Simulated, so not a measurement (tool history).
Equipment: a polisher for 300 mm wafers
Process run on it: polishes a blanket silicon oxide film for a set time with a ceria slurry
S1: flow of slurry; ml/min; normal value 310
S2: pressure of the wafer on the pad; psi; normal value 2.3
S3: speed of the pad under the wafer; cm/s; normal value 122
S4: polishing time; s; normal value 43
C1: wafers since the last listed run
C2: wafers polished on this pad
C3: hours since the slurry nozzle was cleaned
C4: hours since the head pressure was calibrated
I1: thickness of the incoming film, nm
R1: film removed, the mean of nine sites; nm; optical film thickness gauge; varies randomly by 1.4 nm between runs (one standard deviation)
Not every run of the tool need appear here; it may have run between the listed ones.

run   hour   S1   S2   S3  S4   C1   C2     C3      C4      I1     R1
  1      0  310  2.3  122  43    0  118  411.4  1024.5  1780.2  145.5
  2   32.2  310  2.3  122  43  365  484  443.6  1056.7  1783.1  143.3
  3   53.4  310  2.3  154  43  240  725  464.8  1077.9  1765.4  183.1
      80.7  -- worn pad replaced by a new one
  4   86.1  310  2.3  122  43  325   60  497.5  1110.6  1755.2  146.2
  5  106.5  310  2.3  122  43  231  292  517.9    1131  1762.9  143.5
  6  124.8  310  2.3  122  43  207  500  536.2  1149.3  1730.8  140.7
  7  146.5  310  2.3  122  43  246  746  557.9    1171  1750.4  142.9
     160.3  -- worn pad replaced by a new one
  8    163  255  2.3  122  43  141   30  574.4  1187.5  1753.6  141.2
  9  190.2  310  1.7  122  43  308  339  601.6  1214.7  1768.1  111.2
 10  214.5  245  2.9  152  54  275  615  625.9    1239  1720.8  271.2
     216.2  -- slurry nozzle cleaned
     228.1  -- head pressure recalibrated
     236.5  -- worn pad replaced by a new one
 11  249.7  310  2.3  122  43  320  149   33.5    21.6  1750.8  141.2
 12  285.1  275  1.6  122  43  401  551   68.9      57  1723.2  103.1

Forecast run 13:
 13  301.4  310  1.8  122  43  185  736  85.2  73.3  1785.9   ?

R1: 116 nm
With the hidden condition absent and the run-to-run variation left alone, this run would have shown R1 116 nm.

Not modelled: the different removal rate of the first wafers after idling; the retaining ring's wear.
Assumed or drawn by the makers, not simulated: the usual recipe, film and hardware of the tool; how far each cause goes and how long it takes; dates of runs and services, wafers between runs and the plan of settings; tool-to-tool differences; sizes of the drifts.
